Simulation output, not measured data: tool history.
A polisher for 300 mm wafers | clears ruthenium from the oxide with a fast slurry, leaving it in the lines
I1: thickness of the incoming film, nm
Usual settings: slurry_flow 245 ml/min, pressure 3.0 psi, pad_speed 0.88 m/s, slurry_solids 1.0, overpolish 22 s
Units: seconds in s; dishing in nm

Run 1, hour 0.0: usual settings but slurry_solids 0.8; I1 271.3. Result: seconds 67.8 s, dishing 60.3 nm.
At hour 27.9: worn pad replaced by a new one.
Run 2, hour 64.7: usual settings; I1 270.9. Result: seconds 62.1 s, dishing 63.6 nm.
At hour 88.5: slurry nozzle cleaned.
Run 3, hour 125.2: usual settings; I1 274.1. Result: seconds 64.7 s, dishing 64.8 nm.
Run 4, hour 186.1: usual settings; I1 270.0. Result: seconds 62.3 s, dishing 63.6 nm.
At hour 206.0: slurry blender recalibrated.
At hour 261.4: worn pad replaced by a new one.
At hour 455.8: slurry blender recalibrated.
Run 5, hour 506.5: usual settings; I1 266.8. Result: seconds 66.8 s, dishing 60.1 nm.
At hour 519.8: worn pad replaced by a new one.
Run 6, hour 606.0: usual settings but pad_speed 1.02 m/s; I1 274.9. Result: seconds 60.1 s, dishing 67.5 nm.
Run 7, hour 665.9: usual settings; I1 271.1. Result: seconds 67.7 s, dishing 59.2 nm.
At hour 675.2: head pressure recalibrated.
At hour 713.4: slurry blender recalibrated.
Run 8, hour 724.7: usual settings but pad_speed 0.72 m/s, slurry_solids 0.8, overpolish 15 s; I1 264.9. Result: seconds 79.5 s, dishing 37.5 nm.

Forecast run 9:
Run 9, hour 802.9: usual settings but slurry_flow 330 ml/min, pressure 2.3 psi, pad_speed 0.58 m/s, overpolish 26 s; I1 271.5. Result: seconds ?, dishing ?.

{"run 9": {"seconds": 118.5, "dishing": 42.4}}
Without the tool's hidden state the same run would have given seconds 119.2 s, dishing 42.2 nm.

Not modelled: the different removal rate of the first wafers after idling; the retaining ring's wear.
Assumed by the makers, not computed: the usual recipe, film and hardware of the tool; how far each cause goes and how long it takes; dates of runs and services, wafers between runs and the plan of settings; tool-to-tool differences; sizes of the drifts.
